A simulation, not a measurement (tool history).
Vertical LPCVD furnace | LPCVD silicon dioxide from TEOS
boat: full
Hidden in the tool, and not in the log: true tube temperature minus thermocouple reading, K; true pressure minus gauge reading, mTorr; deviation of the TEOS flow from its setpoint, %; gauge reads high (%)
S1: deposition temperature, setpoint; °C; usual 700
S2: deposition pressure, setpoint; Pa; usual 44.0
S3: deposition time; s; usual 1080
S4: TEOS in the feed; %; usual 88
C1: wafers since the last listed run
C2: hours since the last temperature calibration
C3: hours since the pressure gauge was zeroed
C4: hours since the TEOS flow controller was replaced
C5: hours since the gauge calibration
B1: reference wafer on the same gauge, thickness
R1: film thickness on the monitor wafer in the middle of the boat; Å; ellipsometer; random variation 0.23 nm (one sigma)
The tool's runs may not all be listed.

| run | hour | S1 | S2 | S3 | S4 | C1 | C2 | C3 | C4 | C5 | B1 | R1 |
|---|---|---|---|---|---|---|---|---|---|---|---|---|
| 1 | 0.0 | 700 | 44.0 | 1080 | 88 | 0 | 2902.8 | 2047.8 | 4842.7 | 90.9 | 142.93 | 1666.6 |
| 2 | 15.9 | 700 | 44.0 | 1080 | 88 | 256 | 2918.7 | 2063.7 | 4858.6 | 106.8 | 142.94 | 1661.5 |
| 3 | 26.8 | 697 | 44.0 | 1080 | 88 | 175 | 2929.6 | 2074.6 | 4869.5 | 117.7 | 143.08 | 1552.8 |
| 4 | 45.6 | 700 | 44.0 | 1080 | 88 | 302 | 2948.4 | 2093.4 | 4888.3 | 136.5 | 142.97 | 1663.0 |
| 5 | 56.8 | 700 | 44.0 | 1080 | 88 | 180 | 2959.6 | 2104.6 | 4899.5 | 147.7 | 142.98 | 1664.3 |
| 6 | 69.0 | 700 | 44.0 | 1080 | 88 | 196 | 2971.8 | 2116.8 | 4911.7 | 159.9 | 143.01 | 1665.1 |
| 7 | 80.8 | 700 | 44.0 | 1080 | 95 | 189 | 2983.6 | 2128.6 | 4923.5 | 171.7 | 142.97 | 1733.3 |
| 8 | 88.4 | 700 | 44.0 | 1080 | 95 | 122 | 2991.2 | 2136.2 | 4931.1 | 179.3 | 143.10 | 1735.8 |
| 9 | 105.7 | 704 | 44.0 | 1080 | 88 | 278 | 3008.5 | 2153.5 | 4948.4 | 196.6 | 142.97 | 1825.6 |
| 10 | 115.9 | 704 | 44.0 | 1080 | 88 | 164 | 3018.7 | 2163.7 | 4958.6 | 206.8 | 143.02 | 1827.7 |
|  | 127.9 | gauge calibrated |
|  | 145.6 | TEOS flow controller replaced |
| 11 | 146.1 | 704 | 44.0 | 1080 | 88 | 99 | 3048.9 | 2193.9 | 0.5 | 18.2 | 143.07 | 1829.3 |
| 12 | 150.7 | 700 | 51.3 | 1080 | 88 | 74 | 3053.5 | 2198.5 | 5.1 | 22.8 | 143.01 | 1803.3 |
|  | 181.8 | pressure gauge zeroed |
| 13 | 182.3 | 700 | 51.3 | 1080 | 88 | 122 | 3085.1 | 0.5 | 36.7 | 54.4 | 142.95 | 1806.3 |
| 14 | 186.9 | 692 | 44.0 | 1080 | 97 | 74 | 3089.7 | 5.1 | 41.3 | 59.0 | 142.95 | 1459.7 |
| 15 | 191.5 | 700 | 35.3 | 1440 | 95 | 74 | 3094.3 | 9.7 | 45.9 | 63.6 | 143.02 | 2076.1 |
| 16 | 203.3 | 695 | 51.3 | 690 | 94 | 189 | 3106.1 | 21.5 | 57.7 | 75.4 | 143.00 | 1064.0 |
| 17 | 211.5 | 700 | 44.0 | 1080 | 88 | 132 | 3114.3 | 29.7 | 65.9 | 83.6 | 143.07 | 1672.6 |
|  | 248.7 | thermocouples replaced and temperature profile calibrated |
| 18 | 249.2 | 700 | 44.0 | 1470 | 88 | 220 | 0.5 | 67.4 | 103.6 | 121.3 | 142.94 | 2050.9 |
| 19 | 253.8 | 694 | 54.0 | 1080 | 88 | 74 | 5.1 | 72.0 | 108.2 | 125.9 | 142.97 | 1450.2 |
| 20 | 258.4 | 704 | 44.0 | 1080 | 88 | 74 | 9.7 | 76.6 | 112.8 | 130.5 | 143.01 | 1651.5 |
| 21 | 287.3 | 700 | 52.7 | 1080 | 88 | 465 | 38.6 | 105.5 | 141.7 | 159.4 | 143.00 | 1649.1 |
| 22 | 300.7 | 700 | 35.3 | 1080 | 74 | 215 | 52.0 | 118.9 | 155.1 | 172.8 | 142.88 | 1242.5 |
| 23 | 313.0 | 695 | 47.3 | 1080 | 88 | 198 | 64.3 | 131.2 | 167.4 | 185.1 | 142.93 | 1394.4 |
| 24 | 322.6 | 690 | 44.0 | 1080 | 95 | 154 | 73.9 | 140.8 | 177.0 | 194.7 | 143.03 | 1244.0 |
| 25 | 333.0 | 700 | 44.0 | 1080 | 88 | 167 | 84.3 | 151.2 | 187.4 | 205.1 | 143.00 | 1515.0 |
| 26 | 339.5 | 710 | 44.0 | 720 | 96 | 104 | 90.8 | 157.7 | 193.9 | 211.6 | 142.98 | 1326.0 |

3 ways to go on from here, each from the tool as it stands after run 26. What would each give?
| A | 344.2 | 700 | 44.0 | 1080 | 88 | 75 | 95.5 | 162.4 | 198.6 | 216.3 | ? | ? |
| B | 344.2 | 700 | 44.0 | 1080 | 97 | 75 | 95.5 | 162.4 | 198.6 | 216.3 | ? | ? |
| C | 344.2 | 710 | 33.3 | 1080 | 88 | 75 | 95.5 | 162.4 | 198.6 | 216.3 | ? | ? |

| run | B1 | R1 |
|---|---|---|
| A | 142.97 | 1510.4 |
| B | 142.97 | 1585.8 |
| C | 142.97 | 1654.8 |
Without the tool's hidden state the same runs would have given:
| run | R1 |
|---|---|
| A | 1504.0 |
| B | 1579.0 |
| C | 1647.9 |
